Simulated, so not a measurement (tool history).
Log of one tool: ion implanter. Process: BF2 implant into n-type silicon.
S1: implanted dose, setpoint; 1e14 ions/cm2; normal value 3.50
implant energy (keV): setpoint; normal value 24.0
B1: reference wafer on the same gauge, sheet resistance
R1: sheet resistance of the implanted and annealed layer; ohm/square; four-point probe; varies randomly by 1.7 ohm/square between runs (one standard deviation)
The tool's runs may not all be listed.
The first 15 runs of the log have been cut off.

At day 46.858: gauge calibrated.
Run 16, day 50.675: usual settings but S1 2.93 1e14 ions/cm2; B1 361.19. Result: R1 373.55 ohm/square.
Run 17, day 52.571: usual settings but S1 3.15 1e14 ions/cm2, implant energy (keV) 32.0; B1 361.06. Result: R1 344.25 ohm/square.
Run 18, day 56.508: usual settings but implant energy (keV) 27.5; B1 360.62. Result: R1 320.94 ohm/square.
Run 19, day 60.712: usual settings but S1 2.93 1e14 ions/cm2; B1 361.27. Result: R1 382.14 ohm/square.
Run 20, day 63.500: usual settings; B1 361.66. Result: R1 326.74 ohm/square.
Run 21, day 67.271: usual settings but implant energy (keV) 20.5; B1 361.41. Result: R1 331.81 ohm/square.
Run 22, day 71.162: usual settings but S1 4.24 1e14 ions/cm2, implant energy (keV) 18.0; B1 360.54. Result: R1 298.42 ohm/square.
At day 72.529: extraction supply calibrated.
Run 23, day 73.929: usual settings but S1 3.85 1e14 ions/cm2, implant energy (keV) 17.5; B1 360.23. Result: R1 319.75 ohm/square.
Run 24, day 75.571: usual settings but S1 4.40 1e14 ions/cm2, implant energy (keV) 21.5; B1 360.27. Result: R1 278.58 ohm/square.
Run 25, day 82.358: usual settings but S1 2.80 1e14 ions/cm2, implant energy (keV) 18.5; B1 360.87. Result: R1 403.56 ohm/square.
Run 26, day 84.483: usual settings but implant energy (keV) 30.5; B1 360.80. Result: R1 317.06 ohm/square.
Run 27, day 88.867: usual settings but S1 3.17 1e14 ions/cm2; B1 360.52. Result: R1 353.38 ohm/square.
Run 28, day 93.096: usual settings; B1 361.21. Result: R1 324.28 ohm/square.
Run 29, day 95.388: usual settings but implant energy (keV) 18.5; B1 360.55. Result: R1 337.29 ohm/square.
Run 30, day 97.654: usual settings; B1 361.51. Result: R1 323.82 ohm/square.
Run 31, day 101.721: usual settings; B1 361.48. Result: R1 326.33 ohm/square.
Run 32, day 104.579: usual settings but implant energy (keV) 21.5; B1 360.50. Result: R1 329.60 ohm/square.
Run 33, day 108.683: usual settings; B1 361.25. Result: R1 326.10 ohm/square.
Run 34, day 112.262: usual settings but implant energy (keV) 27.0; B1 360.59. Result: R1 318.81 ohm/square.
Run 35, day 114.750: usual settings but S1 3.96 1e14 ions/cm2, implant energy (keV) 27.5; B1 360.82. Result: R1 290.32 ohm/square.
Run 36, day 116.875: usual settings; B1 361.62. Result: R1 325.85 ohm/square.
Run 37, day 119.104: usual settings but implant energy (keV) 28.0; B1 361.40. Result: R1 319.36 ohm/square.

Here are 4 independent what-if runs from the current tool condition. What would each one return?
Run A, day 119.121: usual settings but S1 4.51 1e14 ions/cm2; B1 ?. Result: R1 ?.
Run B, day 119.121: usual settings but implant energy (keV) 21.0; B1 ?. Result: R1 ?.
Run C, day 119.121: usual settings but S1 2.88 1e14 ions/cm2, implant energy (keV) 20.5; B1 ?. Result: R1 ?.
Run D, day 119.121: usual settings but S1 4.22 1e14 ions/cm2, implant energy (keV) 20.0; B1 ?. Result: R1 ?.

run      B1      R1
  A  361.56  267.62
  B  361.56  332.03
  C  361.56  389.60
  D  361.56  290.97
Without the tool's unlogged condition, the same runs would have read:
run      R1
  A  267.62
  B  332.03
  C  389.60
  D  290.97
